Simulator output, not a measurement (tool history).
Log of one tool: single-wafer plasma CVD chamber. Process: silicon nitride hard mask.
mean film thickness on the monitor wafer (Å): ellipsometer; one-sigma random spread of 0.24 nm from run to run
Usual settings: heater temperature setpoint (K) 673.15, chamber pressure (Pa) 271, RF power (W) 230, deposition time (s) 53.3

run,hour,heater temperature setpoint (K),chamber pressure (Pa),RF power (W),deposition time (s),"read-back reference wafer on the same gauge, thickness_nm",mean film thickness on the monitor wafer (Å)
1,0,673.15,321,230,59.7,51.153,608.5
2,30.7,673.15,271,230,53.3,51.148,517.46
3,85.5,673.15,271,230,53.3,51.176,515.23
4,146.5,673.15,271,230,53.3,51.168,512.18
5,198.8,673.15,271,230,53.3,51.254,515.29
6,227.9,673.15,304,230,53.3,51.214,534.82
7,254.6,673.15,237,230,59.1,51.191,538.61
8,281.1,663.15,271,230,53.3,51.242,521.08
9,314.1,673.15,271,230,53.3,51.178,511.56
10,350.8,673.15,271,230,53.3,51.194,512.23
11,382.9,673.15,271,230,53.3,51.17,518.16
12,413.8,673.15,271,230,53.3,51.083,509.17
# hour 447.6: RF generator calibrated
13,457.5,673.15,292,230,59.7,51.317,617.13
14,514.9,673.15,271,250,53.3,51.157,561.61
15,564,687.15,271,230,61.2,51.154,611.5
# hour 573.4: capacitance manometer re-zeroed and calibrated
# hour 618.2: thermocouple changed; heater temperature recalibrated
16,627.6,673.15,271,230,53.3,51.317,533.61
17,671.8,673.15,304,230,50.6,51.198,523.03
18,706.7,673.15,271,230,53.3,51.152,533.01
19,767.8,681.15,329,230,56.1,51.237,599.35
20,803.6,673.15,271,230,53.3,51.194,527.97
# hour 813.8: showerhead replaced
21,837.1,673.15,271,230,53.3,51.143,529.11
# hour 878.1: gauge calibrated
22,889.4,683.15,271,230,49.7,51.191,489.36
23,1103.9,673.15,271,200,53.3,51.292,492.16
24,1141.3,688.15,307,230,63.5,51.219,652.51

What if the next run were any one of these 3? Each begins from the tool's condition after run 24:
A,1141.7,673.15,271,230,53.3,?,?
B,1141.7,673.15,271,230,48.6,?,?
C,1141.7,684.15,271,190,53.3,?,?

run,"read-back reference wafer on the same gauge, thickness_nm",mean film thickness on the monitor wafer (Å)
A,51.195,527.66
B,51.195,481.21
C,51.195,473.65
What these runs would have given with no unlogged condition in the tool:
run,mean film thickness on the monitor wafer (Å)
A,535.36
B,488.24
C,480.57
